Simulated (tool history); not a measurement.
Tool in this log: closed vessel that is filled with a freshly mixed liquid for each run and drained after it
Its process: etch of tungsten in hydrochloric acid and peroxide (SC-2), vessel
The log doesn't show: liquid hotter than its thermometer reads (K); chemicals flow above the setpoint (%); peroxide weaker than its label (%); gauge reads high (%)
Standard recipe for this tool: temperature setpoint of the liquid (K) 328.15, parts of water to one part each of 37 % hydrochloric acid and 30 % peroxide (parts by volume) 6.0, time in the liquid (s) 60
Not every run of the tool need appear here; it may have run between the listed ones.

run	hour	temperature setpoint of the liquid (K)	parts of water to one part each of 37 % hydrochloric acid and 30 % peroxide (parts by volume)	time in the liquid (s)	wafers since the last listed run	hours since the thermometer was replaced	hours since the chemicals flow meter was replaced	hours since the drum of peroxide was connected	hours since the gauge calibration	read-back film thickness of the tungsten reference wafer, read on the same gauge (nm)	thickness taken off the tungsten on a monitor wafer (angstrom)
1	0.0	321.65	6.0	60	0	2015.1	435.2	136.0	93.2	80.02	94.9
2	67.6	328.15	6.0	60	5017	2082.7	502.8	203.6	160.8	79.98	145.3
3	167.4	325.15	6.0	60	7407	2182.5	602.6	303.4	260.6	79.99	120.2
4	272.7	328.15	6.0	60	7815	2287.8	707.9	408.7	365.9	79.99	147.1
# hour 286.6: new drum of peroxide connected
5	342.1	328.15	6.0	60	5076	2357.2	777.3	55.5	435.3	79.97	147.7
6	404.5	328.15	6.0	60	4631	2419.6	839.7	117.9	497.7	79.98	147.8
# hour 479.9: chemicals flow meter replaced
7	505.1	328.15	6.0	60	7392	2520.2	25.2	218.5	598.3	80.03	155.6
8	583.7	328.15	7.0	60	5833	2598.8	103.8	297.1	676.9	80.00	138.8
# hour 678.4: new drum of peroxide connected
# hour 680.0: chemicals flow meter replaced, repeated, since the last time left the tool worse
# hour 683.5: thermometer replaced
9	687.7	328.15	6.0	60	7496	4.2	7.7	9.3	780.9	80.01	141.0
10	777.8	338.15	9.0	70	6687	94.3	97.8	99.4	871.0	79.98	226.4
# hour 777.9: gauge calibrated
11	818.0	333.65	6.0	35	2983	134.5	138.0	139.6	40.1	79.99	117.6
12	890.8	328.15	9.0	80	5403	207.3	210.8	212.4	112.9	79.99	138.6
13	929.9	324.65	7.5	30	2902	246.4	249.9	251.5	152.0	80.05	47.8
14	1019.4	328.15	6.0	75	6643	335.9	339.4	341.0	241.5	80.00	179.5
15	1069.7	328.15	6.0	60	3733	386.2	389.7	391.3	291.8	80.05	145.4

Predict each of these 3 candidate next runs independently; none follows another, all start after run 15:
A	1070.4	328.15	6.0	60	51	386.9	390.4	392.0	292.5	?	?
B	1070.4	335.15	5.0	50	51	386.9	390.4	392.0	292.5	?	?
C	1070.4	328.15	6.0	70	51	386.9	390.4	392.0	292.5	?	?

run	read-back film thickness of the tungsten reference wafer, read on the same gauge (nm)	thickness taken off the tungsten on a monitor wafer (angstrom)
A	79.99	143.3
B	79.99	212.3
C	79.99	167.2
What these runs would have given with no unlogged condition in the tool:
run	thickness taken off the tungsten on a monitor wafer (angstrom)
A	139.4
B	206.8
C	162.6

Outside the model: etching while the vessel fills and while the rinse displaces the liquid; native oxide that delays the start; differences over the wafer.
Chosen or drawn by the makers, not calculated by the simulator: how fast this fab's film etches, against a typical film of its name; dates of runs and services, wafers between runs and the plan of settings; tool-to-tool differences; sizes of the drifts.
